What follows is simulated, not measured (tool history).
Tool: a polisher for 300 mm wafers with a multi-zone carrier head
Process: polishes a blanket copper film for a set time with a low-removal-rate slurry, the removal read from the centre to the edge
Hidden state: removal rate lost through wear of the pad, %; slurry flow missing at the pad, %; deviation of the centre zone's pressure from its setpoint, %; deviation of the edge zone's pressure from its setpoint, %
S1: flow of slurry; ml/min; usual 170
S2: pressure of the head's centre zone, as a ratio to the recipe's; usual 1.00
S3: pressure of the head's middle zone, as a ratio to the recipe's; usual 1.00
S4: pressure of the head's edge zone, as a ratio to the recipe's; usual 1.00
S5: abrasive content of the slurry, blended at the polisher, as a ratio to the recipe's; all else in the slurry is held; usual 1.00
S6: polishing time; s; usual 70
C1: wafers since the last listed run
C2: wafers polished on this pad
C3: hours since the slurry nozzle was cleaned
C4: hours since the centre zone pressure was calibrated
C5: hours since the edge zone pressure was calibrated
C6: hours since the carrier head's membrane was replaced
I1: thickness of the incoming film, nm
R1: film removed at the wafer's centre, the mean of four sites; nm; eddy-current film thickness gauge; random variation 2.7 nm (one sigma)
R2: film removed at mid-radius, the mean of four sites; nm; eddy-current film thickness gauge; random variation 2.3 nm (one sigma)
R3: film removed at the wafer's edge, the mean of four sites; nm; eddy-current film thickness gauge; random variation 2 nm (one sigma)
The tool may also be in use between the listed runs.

| run | hour | S1 | S2 | S3 | S4 | S5 | S6 | C1 | C2 | C3 | C4 | C5 | C6 | I1 | R1 | R2 | R3 |
|---|---|---|---|---|---|---|---|---|---|---|---|---|---|---|---|---|---|
| 1 | 0.0 | 170 | 1.00 | 1.00 | 1.00 | 1.00 | 70 | 0 | 1972 | 12.3 | 486.4 | 77.4 | 236.3 | 640.0 | 193.6 | 183.1 | 192.4 |
| 2 | 22.7 | 170 | 1.00 | 1.00 | 1.00 | 1.10 | 70 | 243 | 2215 | 35.0 | 509.1 | 100.1 | 259.0 | 642.6 | 196.7 | 189.9 | 197.7 |
| 3 | 57.1 | 170 | 1.00 | 0.88 | 1.00 | 1.00 | 70 | 368 | 2583 | 69.4 | 543.5 | 134.5 | 293.4 | 636.6 | 190.1 | 167.0 | 191.6 |
|  | 70.2 | worn pad replaced by a new one |
| 4 | 107.4 | 195 | 1.00 | 1.00 | 1.00 | 1.00 | 70 | 495 | 398 | 119.7 | 593.8 | 184.8 | 343.7 | 625.5 | 198.4 | 186.1 | 196.4 |
| 5 | 120.2 | 170 | 1.00 | 1.00 | 1.00 | 1.00 | 70 | 137 | 535 | 132.5 | 606.6 | 197.6 | 356.5 | 632.4 | 187.5 | 187.0 | 189.1 |
| 6 | 146.9 | 170 | 1.00 | 1.00 | 1.00 | 1.00 | 70 | 285 | 821 | 159.2 | 633.3 | 224.3 | 383.2 | 624.4 | 195.6 | 186.3 | 190.1 |
| 7 | 159.4 | 170 | 1.00 | 1.10 | 1.00 | 1.00 | 70 | 133 | 955 | 171.7 | 645.8 | 236.8 | 395.7 | 626.8 | 196.9 | 204.0 | 189.2 |
| 8 | 193.3 | 170 | 1.06 | 1.00 | 1.09 | 1.00 | 70 | 362 | 1318 | 205.6 | 679.7 | 270.7 | 429.6 | 633.5 | 197.8 | 185.9 | 194.4 |
|  | 214.7 | centre zone pressure recalibrated |
| 9 | 228.9 | 170 | 1.00 | 1.00 | 1.00 | 1.00 | 70 | 359 | 1678 | 241.2 | 14.2 | 306.3 | 465.2 | 632.8 | 192.6 | 187.9 | 190.8 |
| 10 | 243.4 | 170 | 1.00 | 1.03 | 1.00 | 1.00 | 70 | 155 | 1833 | 255.7 | 28.7 | 320.8 | 479.7 | 627.4 | 194.0 | 192.0 | 191.1 |
| 11 | 274.9 | 170 | 1.00 | 1.00 | 1.00 | 1.00 | 70 | 337 | 2170 | 287.2 | 60.2 | 352.3 | 511.2 | 620.5 | 192.3 | 184.7 | 195.9 |
| 12 | 326.1 | 170 | 1.00 | 1.00 | 1.00 | 1.00 | 70 | 548 | 2718 | 338.4 | 111.4 | 403.5 | 562.4 | 622.8 | 191.0 | 186.0 | 192.1 |
|  | 375.4 | worn pad replaced by a new one |
| 13 | 426.9 | 170 | 1.00 | 1.04 | 1.00 | 1.00 | 70 | 1036 | 551 | 439.2 | 212.2 | 504.3 | 663.2 | 635.7 | 192.4 | 194.2 | 193.5 |
| 14 | 444.5 | 170 | 1.00 | 1.00 | 1.00 | 1.00 | 80 | 188 | 740 | 456.8 | 229.8 | 521.9 | 680.8 | 631.5 | 221.3 | 212.4 | 218.7 |
| 15 | 479.5 | 170 | 1.00 | 1.00 | 1.00 | 1.00 | 77 | 374 | 1115 | 491.8 | 264.8 | 556.9 | 715.8 | 628.8 | 214.6 | 201.9 | 210.4 |
| 16 | 510.2 | 170 | 0.90 | 1.00 | 0.89 | 0.85 | 70 | 328 | 1443 | 522.5 | 295.5 | 587.6 | 746.5 | 630.7 | 166.8 | 175.1 | 175.4 |
| 17 | 538.8 | 170 | 1.11 | 1.00 | 1.00 | 1.10 | 70 | 306 | 1750 | 551.1 | 324.1 | 616.2 | 775.1 | 629.5 | 214.4 | 193.8 | 197.6 |
| 18 | 559.3 | 200 | 1.00 | 1.00 | 0.90 | 0.90 | 54 | 219 | 1969 | 571.6 | 344.6 | 636.7 | 795.6 | 634.1 | 149.4 | 141.9 | 137.2 |
| 19 | 572.9 | 135 | 1.00 | 1.00 | 1.00 | 1.10 | 70 | 145 | 2115 | 585.2 | 358.2 | 650.3 | 809.2 | 627.8 | 196.4 | 185.4 | 189.7 |
| 20 | 589.2 | 150 | 1.00 | 1.00 | 1.00 | 1.00 | 70 | 174 | 2289 | 601.5 | 374.5 | 666.6 | 825.5 | 640.4 | 187.7 | 184.5 | 188.2 |
| 21 | 607.2 | 145 | 1.00 | 1.00 | 1.00 | 1.00 | 80 | 192 | 2482 | 619.5 | 392.5 | 684.6 | 843.5 | 628.4 | 209.4 | 209.0 | 215.9 |
|  | 621.4 | worn pad replaced by a new one |
| 22 | 629.6 | 110 | 1.00 | 1.00 | 1.05 | 1.10 | 93 | 197 | 87 | 641.9 | 414.9 | 707.0 | 865.9 | 630.4 | 243.7 | 236.8 | 255.3 |

Hidden state at the last listed run before each entry between runs and at the first one after, where it differs:
Between runs 3 and 4: worn pad replaced by a new one (hour 70.2)
  no hidden state differs between the two runs
Between runs 8 and 9: centre zone pressure recalibrated (hour 214.7)
  no hidden state differs between the two runs
Between runs 12 and 13: worn pad replaced by a new one (hour 375.4)
  no hidden state differs between the two runs
Between runs 21 and 22: worn pad replaced by a new one (hour 621.4)
  no hidden state differs between the two runs

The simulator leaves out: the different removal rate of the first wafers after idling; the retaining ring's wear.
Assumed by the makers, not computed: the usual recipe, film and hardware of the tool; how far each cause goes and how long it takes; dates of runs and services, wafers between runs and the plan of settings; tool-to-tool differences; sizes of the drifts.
